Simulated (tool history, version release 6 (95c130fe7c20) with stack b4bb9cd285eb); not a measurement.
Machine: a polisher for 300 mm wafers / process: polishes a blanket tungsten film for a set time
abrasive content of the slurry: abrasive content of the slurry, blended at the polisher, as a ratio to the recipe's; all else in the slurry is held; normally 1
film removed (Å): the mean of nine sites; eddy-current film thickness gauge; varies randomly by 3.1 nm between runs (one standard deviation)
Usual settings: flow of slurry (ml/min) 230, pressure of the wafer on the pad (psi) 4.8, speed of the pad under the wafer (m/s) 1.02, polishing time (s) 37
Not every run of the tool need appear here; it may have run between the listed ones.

| run | hour | flow of slurry (ml/min) | pressure of the wafer on the pad (psi) | speed of the pad under the wafer (m/s) | abrasive content of the slurry | polishing time (s) | incoming thickness of the incoming film, nm | film removed (Å) |
|---|---|---|---|---|---|---|---|---|
| 1 | 0 | 230 | 4.8 | 1.02 | 1 | 37 | 648.4 | 2331 |
| 2 | 103.5 | 230 | 4.8 | 1.02 | 1 | 34 | 642.8 | 2160 |
| 3 | 205.2 | 230 | 4.8 | 1.02 | 1 | 34 | 650.8 | 2107 |
| 4 | 294.7 | 230 | 4.8 | 1.02 | 1 | 34 | 647.7 | 2101 |
|  | 303 | slurry nozzle cleaned |
|  | 339.8 | worn pad replaced by a new one |
|  | 356.9 | slurry tank refilled with fresh slurry and peroxide |
| 5 | 370.7 | 230 | 4.8 | 1.02 | 1 | 37 | 651 | 2573 |
| 6 | 453.1 | 230 | 4.8 | 0.8 | 1 | 37 | 650.3 | 1999 |
| 7 | 512.3 | 230 | 4.8 | 1.02 | 1 | 37 | 653.9 | 2494 |
| 8 | 603.3 | 265 | 4.8 | 1.02 | 1 | 37 | 650.9 | 2498 |
|  | 631.2 | slurry blender recalibrated |
| 9 | 656.6 | 230 | 5.4 | 1.02 | 1 | 37 | 652.2 | 2697 |
|  | 763.9 | head pressure recalibrated |
| 10 | 764.4 | 230 | 4.8 | 1.02 | 1 | 37 | 651.6 | 2342 |
| 11 | 864.2 | 230 | 3.6 | 1.02 | 1 | 47 | 660.2 | 2233 |
| 12 | 968.3 | 230 | 3.2 | 1.02 | 1 | 26 | 642.5 | 1064 |
| 13 | 1063.2 | 230 | 4.8 | 1.02 | 0.8 | 37 | 642.1 | 2087 |
|  | 1109 | slurry nozzle cleaned |
|  | 1119.8 | slurry tank refilled with fresh slurry and peroxide |
|  | 1133.1 | worn pad replaced by a new one |
| 14 | 1240.5 | 230 | 4.8 | 1.02 | 1 | 37 | 660 | 2503 |

Predict the results of run 15:
|  | 1351.7 | slurry blender recalibrated |
|  | 1419.6 | head pressure recalibrated |
| 15 | 1550.3 | 230 | 4.8 | 1.02 | 1 | 37 | 665.1 | ? |

film removed (Å): 2364
Minus the tool's unlogged condition, the same run would have read film removed (Å) 2605.

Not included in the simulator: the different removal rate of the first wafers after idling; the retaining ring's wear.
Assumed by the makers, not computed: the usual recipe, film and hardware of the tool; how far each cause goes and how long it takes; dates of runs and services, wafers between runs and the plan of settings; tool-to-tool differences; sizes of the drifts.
